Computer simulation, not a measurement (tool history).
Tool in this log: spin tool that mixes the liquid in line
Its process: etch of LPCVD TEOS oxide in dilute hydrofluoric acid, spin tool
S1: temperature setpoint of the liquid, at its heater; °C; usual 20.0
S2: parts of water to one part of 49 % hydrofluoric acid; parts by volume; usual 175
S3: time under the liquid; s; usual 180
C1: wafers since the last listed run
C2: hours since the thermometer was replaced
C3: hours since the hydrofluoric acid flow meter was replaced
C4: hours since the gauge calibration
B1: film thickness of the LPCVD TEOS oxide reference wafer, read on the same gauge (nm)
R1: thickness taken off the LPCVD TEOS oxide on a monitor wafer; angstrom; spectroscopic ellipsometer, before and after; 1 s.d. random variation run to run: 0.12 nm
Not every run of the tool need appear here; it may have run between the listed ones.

run,hour,S1,S2,S3,C1,C2,C3,C4,B1,R1
1,0.0,20.0,175,180,0,2640.6,388.6,247.8,60.05,202.8
2,10.7,20.0,175,180,92,2651.3,399.3,258.5,60.01,200.8
3,56.3,20.0,175,180,392,2696.9,444.9,304.1,60.03,200.7
4,68.1,20.0,225,180,101,2708.7,456.7,315.9,59.97,147.0
5,81.4,20.0,225,180,114,2722.0,470.0,329.2,60.01,147.2
6,95.5,20.0,175,180,121,2736.1,484.1,343.3,60.00,199.1
# hour 104.8: thermometer replaced
# hour 109.4: gauge calibrated
7,109.8,20.0,175,180,114,5.0,498.4,0.4,60.03,199.7
8,116.8,20.0,175,240,60,12.0,505.4,7.4,60.01,262.1
9,128.2,20.0,155,180,98,23.4,516.8,18.8,59.95,227.3
10,145.5,20.0,155,180,149,40.7,534.1,36.1,59.99,228.1
11,156.3,20.0,175,180,93,51.5,544.9,46.9,60.02,197.0
# hour 161.8: hydrofluoric acid flow meter replaced
12,170.6,20.0,175,180,114,65.8,8.8,61.2,60.00,220.9
13,180.7,20.0,175,180,87,75.9,18.9,71.3,59.99,222.6
14,190.4,20.0,175,220,83,85.6,28.6,81.0,59.99,268.6
15,199.4,18.5,150,180,77,94.6,37.6,90.0,59.98,251.7
16,213.9,20.0,240,180,124,109.1,52.1,104.5,60.01,150.7
17,220.0,20.0,240,180,52,115.2,58.2,110.6,60.02,151.1
18,235.5,24.0,175,95,133,130.7,73.7,126.1,59.98,135.0
19,247.3,22.0,140,180,101,142.5,85.5,137.9,59.98,309.6
20,253.9,18.5,120,180,56,149.1,92.1,144.5,60.00,317.8
21,267.9,23.5,175,230,120,163.1,106.1,158.5,59.98,321.7
22,276.3,20.0,175,90,72,171.5,114.5,166.9,59.99,110.0
23,285.8,20.0,175,180,81,181.0,124.0,176.4,60.00,219.2
24,292.7,18.0,175,180,59,187.9,130.9,183.3,59.98,201.7
25,306.4,20.0,225,180,118,201.6,144.6,197.0,60.00,161.4
26,320.4,20.0,120,245,120,215.6,158.6,211.0,59.99,458.7
27,327.0,23.0,175,180,56,222.2,165.2,217.6,59.99,244.6
28,337.3,20.0,115,110,88,232.5,175.5,227.9,60.00,214.9

Branching from run 28: 5 alternative next runs. What would each branch give?
A,337.8,20.0,175,180,4,233.0,176.0,228.4,?,?
B,337.8,17.0,260,235,4,233.0,176.0,228.4,?,?
C,337.8,20.0,205,215,4,233.0,176.0,228.4,?,?
D,337.8,23.0,205,235,4,233.0,176.0,228.4,?,?
E,337.8,20.0,245,180,4,233.0,176.0,228.4,?,?

run,B1,R1
A,60.00,216.7
B,60.00,156.3
C,60.00,214.3
D,60.00,262.3
E,60.00,144.4
With the hidden condition removed and each run's random variation left untouched, the same runs would have given:
run,R1
A,223.8
B,161.7
C,221.5
D,271.3
E,149.4
